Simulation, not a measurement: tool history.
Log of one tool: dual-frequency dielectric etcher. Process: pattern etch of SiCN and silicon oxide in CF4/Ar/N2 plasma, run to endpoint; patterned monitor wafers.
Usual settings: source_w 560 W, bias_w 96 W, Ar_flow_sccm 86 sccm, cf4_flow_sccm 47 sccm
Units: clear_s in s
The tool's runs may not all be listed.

| run | hour | source_w | bias_w | Ar_flow_sccm | cf4_flow_sccm | wafers since the last listed run | hours since the last wet clean | hours since the last source power generator calibration | hours since the last bias power generator calibration | hours since the last Ar flow controller change | hours since the last CF4 flow controller change | hours since the last upper electrode change | incoming incoming film thickness, nm | clear_s |
|---|---|---|---|---|---|---|---|---|---|---|---|---|---|---|
| 1 | 0 | 560 | 96 | 86 | 47 | 0 | 443.4 | 3145.9 | 151.4 | 3551.4 | 5076.9 | 69.7 | 16.7 | 15.9 |
| 2 | 14 | 560 | 96 | 86 | 47 | 219 | 457.4 | 3159.9 | 165.4 | 3565.4 | 5090.9 | 83.7 | 16.82 | 15.9 |
| 3 | 39.4 | 560 | 96 | 96 | 52 | 397 | 482.8 | 3185.3 | 190.8 | 3590.8 | 5116.3 | 109.1 | 16.73 | 15.8 |
|  | 58.6 | Ar flow controller replaced |
| 4 | 67.6 | 560 | 96 | 96 | 52 | 347 | 511 | 3213.5 | 219 | 9 | 5144.5 | 137.3 | 16.72 | 15.8 |
| 5 | 85.7 | 560 | 96 | 79 | 47 | 283 | 529.1 | 3231.6 | 237.1 | 27.1 | 5162.6 | 155.4 | 16.67 | 15.6 |
| 6 | 107.6 | 560 | 96 | 79 | 47 | 342 | 551 | 3253.5 | 259 | 49 | 5184.5 | 177.3 | 16.76 | 15.7 |
|  | 138.2 | wet clean of the chamber |
| 7 | 138.7 | 560 | 96 | 96 | 52 | 111 | 0.5 | 3284.6 | 290.1 | 80.1 | 5215.6 | 208.4 | 16.81 | 16.3 |
| 8 | 157.2 | 560 | 96 | 86 | 47 | 289 | 19 | 3303.1 | 308.6 | 98.6 | 5234.1 | 226.9 | 16.64 | 16.2 |
| 9 | 181.3 | 610 | 96 | 66 | 47 | 377 | 43.1 | 3327.2 | 332.7 | 122.7 | 5258.2 | 251 | 16.64 | 14.9 |
|  | 191.1 | source power generator calibrated |
|  | 198.3 | CF4 flow controller replaced |
| 10 | 199.6 | 620 | 119 | 80 | 47 | 129 | 61.4 | 8.5 | 351 | 141 | 1.3 | 269.3 | 16.62 | 14.1 |
| 11 | 216.4 | 470 | 107 | 101 | 52 | 262 | 78.2 | 25.3 | 367.8 | 157.8 | 18.1 | 286.1 | 16.55 | 17.4 |
| 12 | 250.2 | 560 | 105 | 102 | 56 | 529 | 112 | 59.1 | 401.6 | 191.6 | 51.9 | 319.9 | 16.8 | 15.7 |
| 13 | 265.4 | 510 | 96 | 86 | 47 | 237 | 127.2 | 74.3 | 416.8 | 206.8 | 67.1 | 335.1 | 16.57 | 17 |
| 14 | 295.4 | 560 | 96 | 74 | 47 | 469 | 157.2 | 104.3 | 446.8 | 236.8 | 97.1 | 365.1 | 16.68 | 15.9 |
| 15 | 310.1 | 560 | 96 | 77 | 47 | 230 | 171.9 | 119 | 461.5 | 251.5 | 111.8 | 379.8 | 16.62 | 15.8 |
| 16 | 343.4 | 560 | 73 | 86 | 53 | 521 | 205.2 | 152.3 | 494.8 | 284.8 | 145.1 | 413.1 | 16.83 | 17.2 |
| 17 | 372.9 | 560 | 96 | 86 | 47 | 461 | 234.7 | 181.8 | 524.3 | 314.3 | 174.6 | 442.6 | 16.77 | 16.1 |
| 18 | 396.2 | 560 | 96 | 105 | 47 | 364 | 258 | 205.1 | 547.6 | 337.6 | 197.9 | 465.9 | 16.57 | 16.3 |
| 19 | 409 | 560 | 96 | 86 | 47 | 200 | 270.8 | 217.9 | 560.4 | 350.4 | 210.7 | 478.7 | 16.61 | 15.9 |
| 20 | 430.2 | 680 | 96 | 103 | 47 | 331 | 292 | 239.1 | 581.6 | 371.6 | 231.9 | 499.9 | 16.7 | 14.5 |
| 21 | 442.9 | 560 | 96 | 99 | 52 | 198 | 304.7 | 251.8 | 594.3 | 384.3 | 244.6 | 512.6 | 16.6 | 15.9 |
| 22 | 472.4 | 640 | 96 | 86 | 41 | 461 | 334.2 | 281.3 | 623.8 | 413.8 | 274.1 | 542.1 | 16.77 | 15 |
| 23 | 491.7 | 560 | 96 | 86 | 47 | 302 | 353.5 | 300.6 | 643.1 | 433.1 | 293.4 | 561.4 | 16.61 | 15.7 |
| 24 | 522.4 | 560 | 87 | 71 | 41 | 480 | 384.2 | 331.3 | 673.8 | 463.8 | 324.1 | 592.1 | 16.59 | 16.1 |

4 ways to go on from here, each from the tool as it stands after run 24. What would each give?
| A | 522.8 | 450 | 96 | 86 | 47 | 6 | 384.6 | 331.7 | 674.2 | 464.2 | 324.5 | 592.5 | 16.4 | ? |
| B | 522.8 | 670 | 86 | 104 | 53 | 6 | 384.6 | 331.7 | 674.2 | 464.2 | 324.5 | 592.5 | 16.4 | ? |
| C | 522.8 | 680 | 96 | 86 | 47 | 6 | 384.6 | 331.7 | 674.2 | 464.2 | 324.5 | 592.5 | 16.4 | ? |
| D | 522.8 | 560 | 96 | 71 | 39 | 6 | 384.6 | 331.7 | 674.2 | 464.2 | 324.5 | 592.5 | 16.4 | ? |

| run | clear_s |
|---|---|
| A | 17.8 |
| B | 14.4 |
| C | 13.8 |
| D | 15.7 |
Without the tool's hidden state the same runs would have given:
| run | clear_s |
|---|---|
| A | 18.4 |
| B | 14.9 |
| C | 14.3 |
| D | 16.3 |

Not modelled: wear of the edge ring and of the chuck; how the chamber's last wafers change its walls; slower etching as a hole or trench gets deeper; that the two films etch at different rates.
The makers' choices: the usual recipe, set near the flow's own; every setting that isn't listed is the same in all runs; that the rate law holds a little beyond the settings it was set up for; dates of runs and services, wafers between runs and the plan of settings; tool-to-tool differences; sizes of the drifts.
